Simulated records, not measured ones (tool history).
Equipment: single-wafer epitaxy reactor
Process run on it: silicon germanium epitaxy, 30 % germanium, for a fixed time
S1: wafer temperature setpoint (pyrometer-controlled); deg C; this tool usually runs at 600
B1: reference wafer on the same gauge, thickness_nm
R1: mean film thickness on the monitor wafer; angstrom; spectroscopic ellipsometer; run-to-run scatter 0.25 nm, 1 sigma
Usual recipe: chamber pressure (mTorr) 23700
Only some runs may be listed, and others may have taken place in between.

Run 1, day 0.000: usual settings; B1 67.989. Result: R1 627.42 angstrom.
Run 2, day 1.050: usual settings but chamber pressure (mTorr) 19100; B1 67.902. Result: R1 574.96 angstrom.
Run 3, day 3.979: usual settings but chamber pressure (mTorr) 19100; B1 67.922. Result: R1 575.58 angstrom.
Run 4, day 5.842: usual settings but chamber pressure (mTorr) 19100; B1 68.024. Result: R1 576.31 angstrom.
Run 5, day 8.817: usual settings; B1 67.931. Result: R1 626.39 angstrom.
Run 6, day 11.517: usual settings; B1 67.952. Result: R1 629.93 angstrom.
Run 7, day 13.321: usual settings; B1 67.836. Result: R1 628.76 angstrom.
Run 8, day 14.908: usual settings; B1 67.878. Result: R1 625.18 angstrom.
Run 9, day 17.200: usual settings; B1 67.831. Result: R1 623.98 angstrom.
Run 10, day 18.550: usual settings; B1 67.770. Result: R1 623.67 angstrom.
Run 11, day 21.496: usual settings; B1 67.999. Result: R1 628.72 angstrom.
At day 22.262: showerhead replaced.
At day 23.375: capacitance manometer re-zeroed and calibrated.
Run 12, day 23.479: usual settings but chamber pressure (mTorr) 26900; B1 67.934. Result: R1 631.52 angstrom.
Run 13, day 25.829: usual settings but chamber pressure (mTorr) 26900; B1 67.883. Result: R1 635.44 angstrom.
Run 14, day 27.129: usual settings but chamber pressure (mTorr) 26900; B1 67.867. Result: R1 632.95 angstrom.
Run 15, day 34.967: usual settings; B1 67.721. Result: R1 614.77 angstrom.
Run 16, day 37.279: usual settings but S1 591 deg C, chamber pressure (mTorr) 18700; B1 67.906. Result: R1 487.54 angstrom.
Run 17, day 39.117: usual settings but S1 604 deg C, chamber pressure (mTorr) 18200; B1 67.936. Result: R1 592.96 angstrom.
Run 18, day 40.667: usual settings but chamber pressure (mTorr) 29500; B1 67.829. Result: R1 671.72 angstrom.
At day 42.021: gauge calibrated.
Run 19, day 43.204: usual settings but S1 604 deg C, chamber pressure (mTorr) 18200; B1 67.923. Result: R1 591.86 angstrom.
Run 20, day 44.550: usual settings but S1 590 deg C, chamber pressure (mTorr) 25700; B1 67.900. Result: R1 536.27 angstrom.
Run 21, day 47.125: usual settings but chamber pressure (mTorr) 25900; B1 67.816. Result: R1 635.38 angstrom.
Run 22, day 49.583: usual settings; B1 67.842. Result: R1 615.72 angstrom.
At day 50.417: pyrometer calibrated.
Run 23, day 52.092: usual settings but chamber pressure (mTorr) 25900; B1 67.826. Result: R1 640.17 angstrom.
Run 24, day 54.300: usual settings; B1 68.003. Result: R1 613.60 angstrom.
Run 25, day 59.471: usual settings; B1 67.849. Result: R1 616.00 angstrom.
Run 26, day 60.504: usual settings but S1 606 deg C; B1 67.937. Result: R1 676.75 angstrom.
Run 27, day 62.175: usual settings; B1 67.695. Result: R1 615.68 angstrom.
Run 28, day 63.775: usual settings; B1 67.831. Result: R1 620.55 angstrom.
Run 29, day 65.771: usual settings but S1 591 deg C; B1 67.982. Result: R1 535.66 angstrom.
Run 30, day 66.783: usual settings but S1 612 deg C, chamber pressure (mTorr) 19600; B1 67.951. Result: R1 695.34 angstrom.
Run 31, day 69.100: usual settings but chamber pressure (mTorr) 27000; B1 67.739. Result: R1 650.57 angstrom.
Run 32, day 71.854: usual settings but S1 587 deg C, chamber pressure (mTorr) 27000; B1 67.943. Result: R1 527.00 angstrom.
Run 33, day 74.442: usual settings but S1 585 deg C; B1 67.986. Result: R1 489.10 angstrom.
Run 34, day 77.442: usual settings but S1 593 deg C; B1 67.966. Result: R1 555.36 angstrom.

Below are 5 alternative next runs, each starting from the tool's condition after run 34. Predict each:
Run A, day 77.458: usual settings but S1 587 deg C; B1 ?. Result: R1 ?.
Run B, day 77.458: usual settings but S1 589 deg C, chamber pressure (mTorr) 26300; B1 ?. Result: R1 ?.
Run C, day 77.458: usual settings but S1 591 deg C, chamber pressure (mTorr) 20700; B1 ?. Result: R1 ?.
Run D, day 77.458: usual settings but S1 612 deg C, chamber pressure (mTorr) 22000; B1 ?. Result: R1 ?.
Run E, day 77.458: usual settings but S1 593 deg C, chamber pressure (mTorr) 20500; B1 ?. Result: R1 ?.

run      B1      R1
  A  67.918  501.26
  B  67.918  538.47
  C  67.918  509.31
  D  67.918  729.22
  E  67.918  524.35
What these runs would have given with no unlogged condition in the tool:
run      R1
  A  491.41
  B  527.89
  C  499.29
  D  714.89
  E  514.05
